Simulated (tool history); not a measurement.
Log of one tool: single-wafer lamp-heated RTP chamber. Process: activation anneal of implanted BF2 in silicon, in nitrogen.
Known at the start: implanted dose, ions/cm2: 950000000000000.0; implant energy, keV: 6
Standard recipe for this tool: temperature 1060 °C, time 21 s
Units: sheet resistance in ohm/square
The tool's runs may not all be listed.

run    hour  temperature  time  read-back reference wafer on the same gauge, sheet resistance  sheet resistance
  1       0         1074    21                                                         171.97            167.86
  2    46.2         1074    21                                                         171.79            166.46
  3   136.9         1060    21                                                         171.88            180.26
  4   203.8         1077    21                                                         171.86            162.21
      227.5  -- reflector plate cleaned
      290.3  -- pyrometer window cleaned and pyrometer calibrated
  5     296         1077    21                                                         172.05            169.89
  6   394.2         1077    21                                                            172            168.16
  7   494.2         1050    16                                                         171.93            203.63
  8   586.7         1050    16                                                         171.99            200.95
      656.8  -- pyrometer window cleaned and pyrometer calibrated
  9   685.9         1072    21                                                         171.67             167.5
 10   728.1         1060    21                                                         172.13            180.28
      772.4  -- reflector plate cleaned
 11     811         1060    21                                                         171.91            188.43
 12   881.8         1060    21                                                         172.22            186.36
 13   988.7         1060    21                                                         172.11            185.27
 14  1069.9         1060    29                                                         172.03            173.12
     1114.4  -- pyrometer window cleaned and pyrometer calibrated
 15  1122.4         1060    21                                                         171.85            183.02
 16  1170.6         1087    29                                                         171.55             145.1
 17  1212.7         1083    34                                                          172.1            142.85
 18  1254.5         1060    21                                                         172.22            182.12
 19  1314.2         1060    21                                                         171.84            179.46
     1325.1  -- reflector plate cleaned
 20  1358.8         1039    29                                                         172.02             202.1
     1393.6  -- gauge calibrated
 21  1404.7         1042    10                                                            172            238.02
 22  1475.2         1078    27                                                         171.98            158.19
 23  1517.8         1082    10                                                         171.72            191.13
     1595.4  -- pyrometer window cleaned and pyrometer calibrated
 24  1602.8         1035    11                                                         172.16            240.63
 25  1710.4         1076    21                                                         171.68            166.92
 26  1747.9         1089     9                                                         172.11            183.19
 27  1809.7         1060    28                                                         172.16             171.2
     1879.6  -- reflector plate cleaned
     1981.7  -- pyrometer window cleaned and pyrometer calibrated
 28  2033.5         1047    15                                                         172.08             211.3

A few steps of sheet resistance between consecutive runs. Split each: what settings, incoming material and random variation would produce without the hidden state, and what is left over for the hidden state, along with gauge scatter present in only one of the two compared results (measured, and without hidden state):
The hidden state here: true wafer temperature minus pyrometer reading, K; wafer temperature error from the tarnished reflector plate, K; gauge reads high (%).
Run 10 -> 11: reflector plate cleaned. sheet resistance +8.15 ohm/square: hidden state +7.92, all else +0.23.
Run 19 -> 20: temperature 1060 -> 1039, time 21 -> 29, reflector plate cleaned. sheet resistance +22.64 ohm/square: hidden state +9.48, all else +13.16.
Run 21 -> 22: temperature 1042 -> 1078, time 10 -> 27. sheet resistance -79.83 ohm/square: hidden state +0.35, all else -80.18.
Run 24 -> 25: temperature 1035 -> 1076, time 11 -> 21. sheet resistance -73.71 ohm/square: hidden state +3.2, all else -76.91.

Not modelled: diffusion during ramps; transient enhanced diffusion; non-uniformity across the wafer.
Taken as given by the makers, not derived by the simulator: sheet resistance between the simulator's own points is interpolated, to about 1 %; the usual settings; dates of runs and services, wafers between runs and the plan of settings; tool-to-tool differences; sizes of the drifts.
